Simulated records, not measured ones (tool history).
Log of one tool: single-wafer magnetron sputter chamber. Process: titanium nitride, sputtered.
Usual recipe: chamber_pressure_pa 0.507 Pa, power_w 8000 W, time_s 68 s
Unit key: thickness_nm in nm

| run | hour | chamber_pressure_pa | power_w | time_s | read-back reference wafer on the same gauge, thickness_nm | thickness_nm |
|---|---|---|---|---|---|---|
| 1 | 0 | 0.507 | 8000 | 68 | 87.988 | 104.414 |
| 2 | 36.3 | 0.41 | 8000 | 68 | 88.023 | 108.254 |
| 3 | 73.2 | 0.41 | 8000 | 68 | 87.968 | 108.536 |
| 4 | 135.5 | 0.41 | 8000 | 68 | 88.042 | 108.197 |
| 5 | 209.4 | 0.507 | 8000 | 68 | 87.989 | 104.24 |
| 6 | 279 | 0.507 | 8000 | 68 | 88.091 | 103.985 |
|  | 298.7 | sputter target and shields replaced |
| 7 | 536.1 | 0.507 | 8000 | 68 | 87.996 | 106.451 |
| 8 | 604.3 | 0.507 | 8000 | 68 | 88.028 | 105.69 |
| 9 | 710.5 | 0.507 | 8000 | 68 | 88.033 | 105.949 |
|  | 760 | capacitance manometer re-zeroed and calibrated |
| 10 | 762.5 | 0.507 | 8000 | 68 | 88.03 | 103.494 |
|  | 802.7 | magnet pack replaced |
| 11 | 803.6 | 0.507 | 8000 | 68 | 88.045 | 103.298 |
| 12 | 903.6 | 0.507 | 8000 | 68 | 88.082 | 103.381 |
| 13 | 955 | 0.507 | 8000 | 68 | 88.03 | 102.351 |
| 14 | 1019.8 | 0.507 | 8000 | 68 | 88.012 | 102.602 |
|  | 1032.6 | sputter target and shields replaced |
| 15 | 1117 | 0.507 | 8700 | 68 | 87.836 | 115.354 |
| 16 | 1187.5 | 0.438 | 8000 | 55.5 | 87.996 | 88.075 |
| 17 | 1228.5 | 0.455 | 8950 | 72.4 | 87.996 | 128.243 |
| 18 | 1269.3 | 0.507 | 8600 | 63.6 | 87.914 | 105.87 |
| 19 | 1328.9 | 0.507 | 7200 | 78.7 | 87.905 | 109.342 |
| 20 | 1570.1 | 0.507 | 8000 | 68 | 88.029 | 104.259 |
|  | 1632.8 | sputter target and shields replaced |
| 21 | 1636.5 | 0.418 | 7500 | 74.4 | 88.005 | 113.391 |
| 22 | 1731.6 | 0.507 | 8000 | 68 | 88.027 | 106.946 |
| 23 | 1807.8 | 0.452 | 9900 | 79.7 | 88.01 | 158.464 |
| 24 | 1910 | 0.692 | 8750 | 72.8 | 87.919 | 117.093 |
|  | 1974.2 | capacitance manometer re-zeroed and calibrated |
|  | 1989 | gauge calibrated |
| 25 | 2110.1 | 0.4 | 9850 | 63.4 | 88.079 | 125.176 |
| 26 | 2199.8 | 0.581 | 8000 | 68 | 88.036 | 101.118 |
| 27 | 2276 | 0.507 | 8000 | 68 | 88.036 | 103.875 |
| 28 | 2339.5 | 0.507 | 8000 | 68 | 88.103 | 103.485 |
|  | 2348.3 | sputter target and shields replaced |
| 29 | 2446.1 | 0.507 | 8000 | 68 | 87.899 | 105.845 |
| 30 | 2519 | 0.41 | 8000 | 68 | 88.059 | 109.276 |
| 31 | 2567.5 | 0.451 | 8750 | 63.1 | 87.943 | 109.841 |
| 32 | 2673.3 | 0.692 | 8000 | 68 | 88.039 | 98.411 |
| 33 | 2750.7 | 0.507 | 9600 | 68 | 87.989 | 126.268 |
| 34 | 2788.6 | 0.507 | 7350 | 57.6 | 88.046 | 81.793 |
| 35 | 2865.1 | 0.507 | 8000 | 68 | 88.103 | 105.065 |

Subtracting, for every run, the result it would have given without the tool's unlogged condition from the measured result gives the following. The same run-to-run variation enters both numbers; the gauge's scatter may not:
What the log doesn't record here: deposition rate above that of a new target (%); true argon pressure above the setpoint (%); gauge reads high (%).
| run | thickness_nm |
|---|---|
| 1 | -0.818 |
| 2 | -1.119 |
| 3 | -1.225 |
| 4 | -1.395 |
| 5 | -1.294 |
| 6 | -1.451 |
| 7 | +0.781 |
| 8 | +0.623 |
| 9 | +0.385 |
| 10 | -2.135 |
| 11 | -2.224 |
| 12 | -2.457 |
| 13 | -2.552 |
| 14 | -2.708 |
| 15 | -0.027 |
| 16 | -0.244 |
| 17 | -0.445 |
| 18 | -0.368 |
| 19 | -0.519 |
| 20 | -1.043 |
| 21 | +1.387 |
| 22 | +1.408 |
| 23 | +1.495 |
| 24 | +2.002 |
| 25 | -1.913 |
| 26 | -1.499 |
| 27 | -1.833 |
| 28 | -1.973 |
| 29 | +0.525 |
| 30 | +0.076 |
| 31 | +0.08 |
| 32 | +0.607 |
| 33 | -0.193 |
| 34 | -0.192 |
| 35 | -0.422 |

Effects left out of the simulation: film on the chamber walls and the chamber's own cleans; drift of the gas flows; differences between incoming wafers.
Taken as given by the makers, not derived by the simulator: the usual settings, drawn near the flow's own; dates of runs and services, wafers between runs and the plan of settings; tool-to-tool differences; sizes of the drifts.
